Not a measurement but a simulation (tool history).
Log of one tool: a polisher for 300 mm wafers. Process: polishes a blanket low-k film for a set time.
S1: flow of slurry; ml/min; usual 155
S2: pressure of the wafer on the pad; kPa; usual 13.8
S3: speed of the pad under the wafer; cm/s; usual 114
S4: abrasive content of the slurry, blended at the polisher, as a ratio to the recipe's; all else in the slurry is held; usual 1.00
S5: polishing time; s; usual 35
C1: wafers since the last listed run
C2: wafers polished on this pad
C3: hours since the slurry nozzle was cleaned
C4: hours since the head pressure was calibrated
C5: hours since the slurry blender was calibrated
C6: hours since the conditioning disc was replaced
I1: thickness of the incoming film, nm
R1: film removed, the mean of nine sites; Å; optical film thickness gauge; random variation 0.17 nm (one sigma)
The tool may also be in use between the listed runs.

run,day,S1,S2,S3,S4,S5,C1,C2,C3,C4,C5,C6,I1,R1
1,0.000,155,13.8,114,1.00,35,0,1002,409.5,875.0,290.9,473.4,648.4,163
2,0.362,155,13.8,114,1.00,35,125,1128,418.2,883.7,299.6,482.1,666.6,164
# day 0.517: slurry blender recalibrated
3,1.025,155,13.8,114,1.00,35,201,1329,434.1,899.6,12.2,498.0,658.2,161
# day 1.417: worn pad replaced by a new one
4,1.675,155,13.8,114,1.00,35,167,90,449.7,915.2,27.8,513.6,644.5,164
5,1.925,140,13.8,114,1.00,35,86,176,455.7,921.2,33.8,519.6,664.0,165
6,2.296,195,13.8,114,1.00,35,128,305,464.6,930.1,42.7,528.5,654.7,174
7,2.617,155,13.8,114,1.00,35,111,416,472.3,937.8,50.4,536.2,662.7,170
8,3.071,200,17.9,114,1.30,35,157,574,483.2,948.7,61.3,547.1,651.0,248
# day 3.433: slurry nozzle cleaned
9,3.454,155,13.8,114,0.85,35,118,693,0.5,957.9,70.5,556.3,667.2,150
# day 3.554: head pressure recalibrated
10,3.833,200,13.8,114,1.20,35,102,795,9.6,6.7,79.6,565.4,657.5,197
11,4.475,155,13.8,114,1.00,35,222,1018,25.0,22.1,95.0,580.8,648.5,176
12,4.821,140,17.9,114,1.10,46,120,1138,33.3,30.4,103.3,589.1,662.6,306
13,5.075,155,13.8,114,1.00,35,88,1226,39.4,36.5,109.4,595.2,674.3,175
14,5.683,195,13.8,76,1.15,25,211,1438,54.0,51.1,124.0,609.8,660.4,104
# day 5.888: worn pad replaced by a new one
15,6.246,125,13.8,114,1.15,23,137,124,67.5,64.6,137.5,623.3,655.1,115
# day 6.417: conditioning disc replaced and pad reconditioned
16,6.675,155,13.8,114,1.00,27,120,244,77.8,74.9,147.8,6.2,664.8,134

Run 17 comes next. What will it give?
17,7.038,155,13.8,82,1.00,35,125,370,86.5,83.6,156.5,14.9,648.4,?

R1: 139 Å
Without the tool's hidden state the same run would have given R1 120 Å.
